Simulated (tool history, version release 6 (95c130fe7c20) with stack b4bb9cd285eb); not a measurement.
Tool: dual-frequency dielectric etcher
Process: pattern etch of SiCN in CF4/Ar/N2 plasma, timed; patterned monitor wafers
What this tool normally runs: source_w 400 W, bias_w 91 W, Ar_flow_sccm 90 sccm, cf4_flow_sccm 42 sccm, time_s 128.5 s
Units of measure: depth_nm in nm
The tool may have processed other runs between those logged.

run     day  source_w  bias_w  Ar_flow_sccm  cf4_flow_sccm  time_s  wafers since the last listed run  hours since the last wet clean  hours since the last source power generator calibration  hours since the last bias power generator calibration  hours since the last Ar flow controller change  hours since the last CF4 flow controller change  hours since the last upper electrode change  hours since the gauge calibration  read-back reference wafer on the same gauge, depth_nm  depth_nm
  1   0.000       400      91            90             47   128.5                                 0                           327.2                                                   2704.9                                                 2379.8                                           263.5                                             56.8                                        363.4                              761.9                                                  105.9     116.4
  2   1.629       400      91            81             42   128.5                               230                           366.3                                                   2744.0                                                 2418.9                                           302.6                                             95.9                                        402.5                              801.0                                                  106.0     117.3
      2.871  -- source power generator calibrated
      5.692  -- wet clean of the chamber
  3   5.712       400      91            81             42   128.5                               412                             0.5                                                     68.2                                                 2516.9                                           400.6                                            193.9                                        500.5                              899.0                                                  106.0     113.7
  4   9.829       400      91            90             42   128.5                               582                            99.3                                                    167.0                                                 2615.7                                           499.4                                            292.7                                        599.3                              997.8                                                  105.9     111.3
  5  13.817       400      91            90             42   128.5                               564                           195.0                                                    262.7                                                 2711.4                                           595.1                                            388.4                                        695.0                             1093.5                                                  105.8     112.5
  6  16.508       400     105            90             42   128.5                               380                           259.6                                                    327.3                                                 2776.0                                           659.7                                            453.0                                        759.6                             1158.1                                                  106.1     122.0
  7  19.108       360      91            90             34   128.5                               367                           322.0                                                    389.7                                                 2838.4                                           722.1                                            515.4                                        822.0                             1220.5                                                  106.0     103.9
  8  21.350       400      91            90             42   128.5                               317                           375.8                                                    443.5                                                 2892.2                                           775.9                                            569.2                                        875.8                             1274.3                                                  105.9     114.4
     21.917  -- bias power generator calibrated
  9  23.583       330      91            71             42   128.5                               292                           429.4                                                    497.1                                                   40.0                                           829.5                                            622.8                                        929.4                             1327.9                                                  105.8     105.6
     25.154  -- wet clean of the chamber
 10  28.046       470      84            90             42   128.5                               489                            69.4                                                    604.2                                                  147.1                                           936.6                                            729.9                                       1036.5                             1435.0                                                  105.9     121.2
 11  30.417       310     106            90             48   113.5                               335                           126.3                                                    661.1                                                  204.0                                           993.5                                            786.8                                       1093.4                             1491.9                                                  105.9      89.3
     31.004  -- gauge calibrated
 12  33.754       330      78            90             47   128.5                               472                           206.4                                                    741.2                                                  284.1                                          1073.6                                            866.9                                       1173.5                               66.0                                                  106.0      91.3
 13  36.788       400      91            90             51   112.5                               429                           279.2                                                    814.0                                                  356.9                                          1146.4                                            939.7                                       1246.3                              138.8                                                  105.9     102.0
 14  38.675       400      91            90             42   128.5                               267                           324.5                                                    859.3                                                  402.2                                          1191.7                                            985.0                                       1291.6                              184.1                                                  106.1     113.8
 15  40.962       400      91            90             42   128.5                               323                           379.4                                                    914.2                                                  457.1                                          1246.6                                           1039.9                                       1346.5                              239.0                                                  106.0     114.3
 16  43.212       460      91            90             50   128.5                               318                           433.4                                                    968.2                                                  511.1                                          1300.6                                           1093.9                                       1400.5                              293.0                                                  106.1     130.1

Forecast run 17:
 17  46.683       400      91            90             35    96.0                               491                           516.7                                                   1051.5                                                  594.4                                          1383.9                                           1177.2                                       1483.8                              376.3                                                      ?         ?

read-back reference wafer on the same gauge, depth_nm: 106.1
depth_nm: 85.2 nm
Were there no unlogged condition in the tool, this run, its random variation unchanged, would have produced depth_nm 81.7 nm.

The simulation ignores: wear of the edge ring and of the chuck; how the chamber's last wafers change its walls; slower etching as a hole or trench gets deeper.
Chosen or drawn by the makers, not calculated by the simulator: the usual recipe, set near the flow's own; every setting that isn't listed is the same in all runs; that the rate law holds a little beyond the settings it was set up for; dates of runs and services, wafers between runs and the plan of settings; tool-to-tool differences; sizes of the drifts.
